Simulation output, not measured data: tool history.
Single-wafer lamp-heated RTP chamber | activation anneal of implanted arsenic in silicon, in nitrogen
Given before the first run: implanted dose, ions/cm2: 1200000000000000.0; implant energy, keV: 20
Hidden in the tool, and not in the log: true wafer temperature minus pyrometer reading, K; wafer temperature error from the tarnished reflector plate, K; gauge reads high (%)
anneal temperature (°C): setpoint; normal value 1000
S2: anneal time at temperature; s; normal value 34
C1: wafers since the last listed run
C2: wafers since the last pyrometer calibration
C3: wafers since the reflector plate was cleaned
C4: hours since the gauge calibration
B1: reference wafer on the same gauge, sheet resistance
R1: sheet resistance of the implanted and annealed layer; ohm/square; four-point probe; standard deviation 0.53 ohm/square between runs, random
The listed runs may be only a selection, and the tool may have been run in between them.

Run 1, hour 0.0: usual settings; C1 0; C2 1616; C3 6116; C4 88.3; B1 93.07. Result: R1 110.68 ohm/square.
Run 2, hour 56.0: usual settings; C1 664; C2 2280; C3 6781; C4 144.3; B1 92.99. Result: R1 111.20 ohm/square.
Run 3, hour 119.0: usual settings; C1 747; C2 3027; C3 7528; C4 207.3; B1 92.99. Result: R1 111.05 ohm/square.
Run 4, hour 159.3: usual settings; C1 478; C2 3506; C3 8006; C4 247.6; B1 93.03. Result: R1 110.62 ohm/square.
Run 5, hour 199.7: usual settings; C1 479; C2 3985; C3 8486; C4 288.0; B1 92.91. Result: R1 109.77 ohm/square.
Run 6, hour 266.1: usual settings; C1 787; C2 4773; C3 9273; C4 354.4; B1 93.01. Result: R1 109.05 ohm/square.
Run 7, hour 321.5: usual settings; C1 657; C2 5430; C3 9931; C4 409.8; B1 93.05. Result: R1 108.32 ohm/square.
Run 8, hour 354.4: usual settings; C1 390; C2 5820; C3 10321; C4 442.7; B1 93.06. Result: R1 107.59 ohm/square.
Run 9, hour 401.8: usual settings but anneal temperature (°C) 979; C1 562; C2 6383; C3 10884; C4 490.1; B1 93.06. Result: R1 114.34 ohm/square.
At hour 412.0: reflector plate cleaned.
Run 10, hour 467.0: usual settings but S2 27 s; C1 678; C2 7062; C3 652; C4 555.3; B1 93.04. Result: R1 113.26 ohm/square.
Run 11, hour 491.8: usual settings but S2 27 s; C1 294; C2 7356; C3 947; C4 580.1; B1 92.98. Result: R1 112.28 ohm/square.
At hour 529.0: pyrometer window cleaned and pyrometer calibrated.
Run 12, hour 552.2: usual settings but S2 27 s; C1 621; C2 274; C3 1568; C4 640.5; B1 93.01. Result: R1 115.75 ohm/square.
Run 13, hour 750.1: usual settings but anneal temperature (°C) 987; C1 2348; C2 2622; C3 3916; C4 838.4; B1 93.07. Result: R1 116.95 ohm/square.
Run 14, hour 932.6: usual settings but anneal temperature (°C) 987; C1 2165; C2 4788; C3 6082; C4 1020.9; B1 93.04. Result: R1 114.64 ohm/square.
Run 15, hour 992.5: usual settings but anneal temperature (°C) 971, S2 17 s; C1 710; C2 5499; C3 6793; C4 1080.8; B1 92.88. Result: R1 130.32 ohm/square.
Run 16, hour 1057.9: usual settings; C1 775; C2 6274; C3 7569; C4 1146.2; B1 92.97. Result: R1 109.25 ohm/square.
Run 17, hour 1127.0: usual settings but anneal temperature (°C) 1010, S2 45 s; C1 819; C2 7094; C3 8388; C4 1215.3; B1 93.01. Result: R1 101.43 ohm/square.
Run 18, hour 1162.7: usual settings; C1 423; C2 7518; C3 8812; C4 1251.0; B1 92.95. Result: R1 107.58 ohm/square.
At hour 1217.4: reflector plate cleaned.
At hour 1228.3: pyrometer window cleaned and pyrometer calibrated.
Run 19, hour 1233.0: usual settings; C1 644; C2 55; C3 89; C4 1321.3; B1 92.97. Result: R1 112.10 ohm/square.
Run 20, hour 1287.3: usual settings; C1 644; C2 699; C3 733; C4 1375.6; B1 92.99. Result: R1 112.78 ohm/square.
Run 21, hour 1346.9: usual settings but S2 50 s; C1 707; C2 1406; C3 1441; C4 1435.2; B1 93.04. Result: R1 107.04 ohm/square.
Run 22, hour 1412.1: usual settings but anneal temperature (°C) 1019, S2 47 s; C1 773; C2 2180; C3 2214; C4 1500.4; B1 93.02. Result: R1 102.26 ohm/square.
Run 23, hour 1480.6: usual settings but anneal temperature (°C) 975, S2 44 s; C1 812; C2 2993; C3 3027; C4 1568.9; B1 93.02. Result: R1 117.27 ohm/square.
Run 24, hour 1519.5: usual settings; C1 461; C2 3454; C3 3488; C4 1607.8; B1 93.00. Result: R1 112.45 ohm/square.
Run 25, hour 1618.9: usual settings but anneal temperature (°C) 989; C1 1179; C2 4633; C3 4668; C4 1707.2; B1 93.01. Result: R1 114.16 ohm/square.
At hour 1668.3: gauge calibrated.
Run 26, hour 1672.4: usual settings but anneal temperature (°C) 987, S2 17 s; C1 634; C2 5268; C3 5303; C4 4.1; B1 93.04. Result: R1 123.78 ohm/square.
Run 27, hour 1709.7: usual settings but S2 18 s; C1 442; C2 5711; C3 5745; C4 41.4; B1 93.10. Result: R1 117.59 ohm/square.
Run 28, hour 1750.6: usual settings; C1 485; C2 6196; C3 6230; C4 82.3; B1 93.01. Result: R1 109.02 ohm/square.
Run 29, hour 1884.4: usual settings but anneal temperature (°C) 974, S2 52 s; C1 1587; C2 7784; C3 7818; C4 216.1; B1 93.05. Result: R1 111.12 ohm/square.
At hour 1943.8: pyrometer window cleaned and pyrometer calibrated.
Run 30, hour 1945.6: usual settings; C1 631; C2 21; C3 8449; C4 277.3; B1 93.05. Result: R1 111.83 ohm/square.
Run 31, hour 1973.4: usual settings but anneal temperature (°C) 983, S2 53 s; C1 329; C2 351; C3 8779; C4 305.1; B1 93.01. Result: R1 110.97 ohm/square.
Run 32, hour 2026.3: usual settings but anneal temperature (°C) 991; C1 627; C2 979; C3 9407; C4 358.0; B1 93.00. Result: R1 113.70 ohm/square.
At hour 2042.3: reflector plate cleaned.
Run 33, hour 2060.1: usual settings; C1 306; C2 1285; C3 210; C4 391.8; B1 92.94. Result: R1 112.40 ohm/square.
Run 34, hour 2116.2: usual settings but S2 17 s; C1 665; C2 1951; C3 876; C4 447.9; B1 92.99. Result: R1 121.11 ohm/square.
Run 35, hour 2146.2: usual settings but S2 49 s; C1 355; C2 2307; C3 1232; C4 477.9; B1 93.09. Result: R1 108.01 ohm/square.
Run 36, hour 2191.2: usual settings but anneal temperature (°C) 982, S2 16 s; C1 533; C2 2840; C3 1766; C4 522.9; B1 92.99. Result: R1 129.64 ohm/square.
Run 37, hour 2249.7: usual settings but anneal temperature (°C) 982, S2 24 s; C1 694; C2 3535; C3 2460; C4 581.4; B1 93.02. Result: R1 122.71 ohm/square.
Run 38, hour 2306.0: usual settings; C1 667; C2 4203; C3 3128; C4 637.7; B1 93.05. Result: R1 111.05 ohm/square.

Each row is a separate what-if for the run after 38, all from the same tool condition, not one after another. Results?
Run A, hour 2306.4: usual settings but anneal temperature (°C) 992; C1 4; C2 4207; C3 3133; C4 638.1; B1 ?. Result: R1 ?.
Run B, hour 2306.4: usual settings but anneal temperature (°C) 1022, S2 15 s; C1 4; C2 4207; C3 3133; C4 638.1; B1 ?. Result: R1 ?.
Run C, hour 2306.4: usual settings but anneal temperature (°C) 1029, S2 42 s; C1 4; C2 4207; C3 3133; C4 638.1; B1 ?. Result: R1 ?.

run     B1      R1
  A  93.04  114.26
  B  93.04  114.14
  C  93.04  100.36
What these runs would have given with no unlogged condition in the tool:
run      R1
  A  116.13
  B  115.65
  C  101.60
